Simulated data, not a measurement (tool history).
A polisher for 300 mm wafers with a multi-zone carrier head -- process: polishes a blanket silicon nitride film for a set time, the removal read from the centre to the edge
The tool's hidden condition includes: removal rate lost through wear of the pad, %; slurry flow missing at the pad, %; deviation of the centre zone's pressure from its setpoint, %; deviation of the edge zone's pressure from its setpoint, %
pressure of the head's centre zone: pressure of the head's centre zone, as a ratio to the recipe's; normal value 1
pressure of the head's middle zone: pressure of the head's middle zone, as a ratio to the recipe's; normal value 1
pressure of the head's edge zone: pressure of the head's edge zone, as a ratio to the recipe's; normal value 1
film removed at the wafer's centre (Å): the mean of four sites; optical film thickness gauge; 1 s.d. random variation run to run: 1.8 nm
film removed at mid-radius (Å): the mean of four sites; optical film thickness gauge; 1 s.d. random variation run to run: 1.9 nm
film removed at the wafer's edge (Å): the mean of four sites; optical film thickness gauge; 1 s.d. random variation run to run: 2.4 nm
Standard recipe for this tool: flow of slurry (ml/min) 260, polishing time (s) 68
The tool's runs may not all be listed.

| run | hour | flow of slurry (ml/min) | pressure of the head's centre zone | pressure of the head's middle zone | pressure of the head's edge zone | polishing time (s) | wafers since the last listed run | wafers polished on this pad | hours since the slurry nozzle was cleaned | hours since the centre zone pressure was calibrated | hours since the edge zone pressure was calibrated | hours since the carrier head's membrane was replaced | incoming thickness of the incoming film, nm | film removed at the wafer's centre (Å) | film removed at mid-radius (Å) | film removed at the wafer's edge (Å) |
|---|---|---|---|---|---|---|---|---|---|---|---|---|---|---|---|---|
| 1 | 0 | 260 | 1 | 1 | 1 | 68 | 0 | 1576 | 169 | 116.7 | 481.6 | 675.9 | 694.5 | 1853 | 1862 | 1816 |
|  | 45.2 | worn pad replaced by a new one |
|  | 45.5 | carrier head's membrane replaced by a new one |
| 2 | 46 | 260 | 1.07 | 1 | 1 | 68 | 354 | 4 | 215 | 162.7 | 527.6 | 0.5 | 710.1 | 2006 | 1825 | 1786 |
|  | 84.3 | edge zone pressure recalibrated |
| 3 | 84.9 | 260 | 1 | 1 | 1 | 68 | 313 | 317 | 253.9 | 201.6 | 0.6 | 39.4 | 703.9 | 1856 | 1824 | 1799 |
| 4 | 139.6 | 260 | 1 | 1 | 1 | 68 | 465 | 783 | 308.6 | 256.3 | 55.3 | 94.1 | 704.8 | 1854 | 1845 | 1841 |
| 5 | 185 | 260 | 1 | 1 | 1.07 | 68 | 386 | 1169 | 354 | 301.7 | 100.7 | 139.5 | 707.8 | 1867 | 1842 | 1891 |
| 6 | 209.8 | 260 | 1 | 1 | 1.07 | 68 | 211 | 1380 | 378.8 | 326.5 | 125.5 | 164.3 | 697.9 | 1880 | 1850 | 1868 |
| 7 | 262.3 | 260 | 1 | 1.04 | 1 | 68 | 446 | 1827 | 431.3 | 379 | 178 | 216.8 | 700.5 | 1865 | 1957 | 1870 |
|  | 289.8 | worn pad replaced by a new one |
| 8 | 332.8 | 260 | 1 | 1.04 | 1 | 68 | 565 | 365 | 501.8 | 449.5 | 248.5 | 287.3 | 708.7 | 1853 | 1898 | 1830 |
| 9 | 370 | 260 | 1 | 1 | 1 | 68 | 316 | 682 | 539 | 486.7 | 285.7 | 324.5 | 704.7 | 1884 | 1859 | 1838 |
| 10 | 425.3 | 260 | 1 | 0.89 | 1 | 68 | 470 | 1152 | 594.3 | 542 | 341 | 379.8 | 705.7 | 1851 | 1695 | 1852 |
| 11 | 470.8 | 260 | 1 | 1 | 1 | 68 | 387 | 1540 | 639.8 | 587.5 | 386.5 | 425.3 | 700.6 | 1880 | 1852 | 1841 |
|  | 500.2 | slurry nozzle cleaned |
| 12 | 532.1 | 335 | 1 | 1 | 1.04 | 68 | 513 | 2053 | 31.9 | 648.8 | 447.8 | 486.6 | 699.3 | 1909 | 1897 | 1873 |
|  | 537.1 | worn pad replaced by a new one |
| 13 | 590.6 | 260 | 1 | 1 | 1 | 88 | 463 | 455 | 90.4 | 707.3 | 506.3 | 545.1 | 703.7 | 2393 | 2395 | 2398 |
| 14 | 638.5 | 260 | 1 | 1 | 1 | 68 | 407 | 862 | 138.3 | 755.2 | 554.2 | 593 | 698.1 | 1851 | 1833 | 1802 |
| 15 | 685.1 | 290 | 1 | 0.92 | 1.07 | 87 | 396 | 1259 | 184.9 | 801.8 | 600.8 | 639.6 | 686.4 | 2398 | 2266 | 2447 |
| 16 | 710.7 | 260 | 1 | 1.06 | 1 | 68 | 217 | 1477 | 210.5 | 827.4 | 626.4 | 665.2 | 699.8 | 1851 | 1929 | 1811 |
|  | 736.4 | carrier head's membrane replaced by a new one |
|  | 738.8 | edge zone pressure recalibrated |
|  | 758.3 | worn pad replaced by a new one |
| 17 | 763.9 | 260 | 1 | 1 | 0.96 | 91 | 359 | 47 | 263.7 | 880.6 | 25.1 | 27.5 | 697.7 | 2505 | 2455 | 2424 |
|  | 779.5 | centre zone pressure recalibrated |
| 18 | 813 | 260 | 1 | 1 | 0.89 | 76 | 400 | 448 | 312.8 | 33.5 | 74.2 | 76.6 | 688.1 | 2049 | 2078 | 1960 |
| 19 | 870 | 260 | 0.91 | 1.11 | 1.04 | 76 | 485 | 933 | 369.8 | 90.5 | 131.2 | 133.6 | 707.3 | 1899 | 2275 | 2081 |
| 20 | 907.9 | 260 | 0.96 | 1 | 0.92 | 45 | 322 | 1255 | 407.7 | 128.4 | 169.1 | 171.5 | 703.2 | 1182 | 1256 | 1157 |
| 21 | 945.6 | 260 | 0.96 | 1 | 1.06 | 68 | 320 | 1576 | 445.4 | 166.1 | 206.8 | 209.2 | 701.3 | 1802 | 1860 | 1911 |
|  | 982.2 | worn pad replaced by a new one |
| 22 | 993.2 | 175 | 1 | 1 | 0.94 | 88 | 370 | 93 | 493 | 213.7 | 254.4 | 256.8 | 693.2 | 2362 | 2324 | 2234 |

Run 23, settings as shown, results not yet in. Your forecast:
| 23 | 1017.9 | 260 | 1 | 1 | 0.96 | 57 | 210 | 303 | 517.7 | 238.4 | 279.1 | 281.5 | 697.2 | ? | ? | ? |

{"run 23": {"film removed at the wafer's centre (Å)": 1574, "film removed at mid-radius (Å)": 1567, "film removed at the wafer's edge (Å)": 1510}}
Had the tool carried no hidden state, the very same run would have given film removed at the wafer's centre (Å) 1574, film removed at mid-radius (Å) 1567, film removed at the wafer's edge (Å) 1510.

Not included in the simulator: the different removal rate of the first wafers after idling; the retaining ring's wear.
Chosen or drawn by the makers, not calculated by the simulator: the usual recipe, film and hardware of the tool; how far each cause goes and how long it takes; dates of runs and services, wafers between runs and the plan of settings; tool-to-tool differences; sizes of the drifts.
